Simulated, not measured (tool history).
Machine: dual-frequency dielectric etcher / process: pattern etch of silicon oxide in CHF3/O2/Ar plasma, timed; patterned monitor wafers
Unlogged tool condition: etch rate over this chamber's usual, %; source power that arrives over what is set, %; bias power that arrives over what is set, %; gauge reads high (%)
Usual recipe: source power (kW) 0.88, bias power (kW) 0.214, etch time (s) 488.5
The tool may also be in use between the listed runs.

run,hour,source power (kW),bias power (kW),etch time (s),wafers since the last listed run,hours since the last wet clean,hours since the last source power generator calibration,hours since the last bias power generator calibration,hours since the last upper electrode change,hours since the gauge calibration,"read-back reference wafer on the same gauge, depth_nm",mean etch depth across the wafer (angstrom)
1,0,0.88,0.23,488.5,0,600.8,1926.8,3981.9,3659.5,75.7,1110.3,13532
2,9.9,0.88,0.214,488.5,35,610.7,1936.7,3991.8,3669.4,85.6,1109.8,13260
3,16.9,0.88,0.214,488.5,25,617.7,1943.7,3998.8,3676.4,92.6,1110.1,13282
# hour 45.1: bias power generator calibrated
# hour 49.8: wet clean of the chamber
4,50.3,0.88,0.214,488.5,89,0.5,1977.1,5.2,3709.8,126,1109.6,12595
5,50.7,0.88,0.214,488.5,1,0.9,1977.5,5.6,3710.2,126.4,1109.3,12595
6,53.2,1.03,0.214,488.5,9,3.4,1980,8.1,3712.7,128.9,1110.1,13482
# hour 61.4: gauge calibrated
# hour 83.5: upper electrode replaced
7,84,0.88,0.214,488.5,24,34.2,2010.8,38.9,0.5,22.6,1110.6,12610
8,84.5,0.88,0.264,488.5,1,34.7,2011.3,39.4,1,23.1,1110.2,13366
9,84.9,0.78,0.214,559,1,35.1,2011.7,39.8,1.4,23.5,1110.8,13693
10,96.4,0.88,0.214,488.5,41,46.6,2023.2,51.3,12.9,35,1110,12631
# hour 105.8: source power generator calibrated
11,106.3,1.09,0.214,537,21,56.5,0.5,61.2,22.8,44.9,1110,15336
12,116,0.88,0.249,584,35,66.2,10.2,70.9,32.5,54.6,1109.9,15745
13,126.8,0.78,0.192,575.5,39,77,21,81.7,43.3,65.4,1109.6,13729
14,134.7,0.77,0.214,488.5,28,84.9,28.9,89.6,51.2,73.3,1109.9,11931

Subtracting, for every run, the result it would have given without the tool's unlogged condition from the measured result gives the following. The same run-to-run variation enters both numbers; the gauge's scatter may not:
run,mean etch depth across the wafer (angstrom)
1,+691
2,+688
3,+697
4,+8
5,+8
6,+12
7,+47
8,+51
9,+52
10,+61
11,+89
12,+105
13,+105
14,+100
